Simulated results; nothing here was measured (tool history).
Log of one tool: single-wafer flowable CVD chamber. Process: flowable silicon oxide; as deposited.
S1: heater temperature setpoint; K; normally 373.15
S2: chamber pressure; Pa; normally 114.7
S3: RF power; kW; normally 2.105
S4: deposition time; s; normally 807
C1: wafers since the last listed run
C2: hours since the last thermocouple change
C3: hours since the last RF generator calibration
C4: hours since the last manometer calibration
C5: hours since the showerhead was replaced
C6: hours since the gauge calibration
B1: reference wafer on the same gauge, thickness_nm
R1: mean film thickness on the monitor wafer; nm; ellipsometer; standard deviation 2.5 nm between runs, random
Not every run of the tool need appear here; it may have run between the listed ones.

run,day,S1,S2,S3,S4,C1,C2,C3,C4,C5,C6,B1,R1
1,0,361.15,114.7,2.105,807,0,1380.3,918.8,451.2,1238,47.7,459.905,837.333
2,2.667,361.15,114.7,2.105,807,112,1444.3,982.8,515.2,1302,111.7,459.462,848.282
# day 4.192: RF generator calibrated
3,5.471,366.15,114.7,2.105,807,104,1511.6,30.7,582.5,1369.3,179,460.739,700.424
4,7.996,373.15,114.7,2.105,807,106,1572.2,91.3,643.1,1429.9,239.6,461.188,539.792
5,10.55,373.15,94.4,2.105,888,108,1633.5,152.6,704.4,1491.2,300.9,459.596,491.82
6,12.846,373.15,94.4,2.105,888,97,1688.6,207.7,759.5,1546.3,356,461.257,486.435
7,15.2,373.15,94.4,2.105,888,99,1745.1,264.2,816,1602.8,412.5,458.786,487.966
8,18.133,373.15,114.7,2.105,807,124,1815.5,334.6,886.4,1673.2,482.9,459.63,541.182
9,20.021,373.15,114.7,2.105,807,79,1860.8,379.9,931.7,1718.5,528.2,458.75,542.886
10,22.762,373.15,114.7,2.105,807,116,1926.6,445.7,997.5,1784.3,594,460.138,539.537
11,27.958,373.15,114.7,2.105,807,220,2051.3,570.4,1122.2,1909,718.7,459.487,539.841
12,30.821,373.15,114.7,2.105,807,121,2120,639.1,1190.9,1977.7,787.4,459.345,543.444
13,33.175,373.15,135.1,2.225,807,99,2176.5,695.6,1247.4,2034.2,843.9,460.137,636.596
14,35.896,373.15,114.7,2.105,807,115,2241.8,760.9,1312.7,2099.5,909.2,460.195,539.825
# day 36.246: gauge calibrated
15,38.317,373.15,114.7,2.105,807,102,2299.9,819,1370.8,2157.6,49.7,460.942,532.948
16,39.912,373.15,97.1,2.105,964,67,2338.2,857.3,1409.1,2195.9,88,460.032,546.404
17,41.162,373.15,114.7,2.105,807,52,2368.2,887.3,1439.1,2225.9,118,460.436,539.511
18,43.612,367.15,126.8,1.77,723,103,2427,946.1,1497.9,2284.7,176.8,460.347,643.022
19,44.842,383.15,114.7,2.105,807,52,2456.5,975.6,1527.4,2314.2,206.3,459.157,371.165
# day 45.288: thermocouple changed; heater temperature recalibrated
20,47.633,368.15,114.7,2.105,647,104,56.3,1042.6,1594.4,2381.2,273.3,459.554,545.972
# day 47.971: capacitance manometer re-zeroed and calibrated
21,49.433,387.15,114.7,2.105,807,62,99.5,1085.8,35.1,2424.4,316.5,459.753,334.213
# day 52.183: RF generator calibrated
22,52.204,373.15,129.2,2.105,724,103,166,0.5,101.6,2490.9,383,460.198,568.362
# day 53.904: showerhead replaced
23,57.442,373.15,124.8,2.105,870,207,291.7,126.2,227.3,84.9,508.7,459.59,649
24,59.508,367.15,93.1,1.84,807,87,341.3,175.8,276.9,134.5,558.3,459.721,550.481
25,61.279,380.15,143.2,2.105,807,75,383.8,218.3,319.4,177,600.8,460.054,523.855
26,68.075,373.15,114.7,1.98,807,287,546.9,381.4,482.5,340.1,763.9,460.2,543.084

Forecast each of these 3 alternatives for the next run:
A,68.1,373.15,114.7,2.105,807,1,547.5,382,483.1,340.7,764.5,?,?
B,68.1,367.15,114.7,2.51,948,1,547.5,382,483.1,340.7,764.5,?,?
C,68.1,373.15,114.7,1.85,807,1,547.5,382,483.1,340.7,764.5,?,?

run,B1,R1
A,458.918,549.693
B,458.918,832.989
C,458.918,533.76
The same runs, with their run-to-run variation unchanged, on a tool lacking any hidden condition would have given:
run,R1
A,561.796
B,850.936
C,545.513

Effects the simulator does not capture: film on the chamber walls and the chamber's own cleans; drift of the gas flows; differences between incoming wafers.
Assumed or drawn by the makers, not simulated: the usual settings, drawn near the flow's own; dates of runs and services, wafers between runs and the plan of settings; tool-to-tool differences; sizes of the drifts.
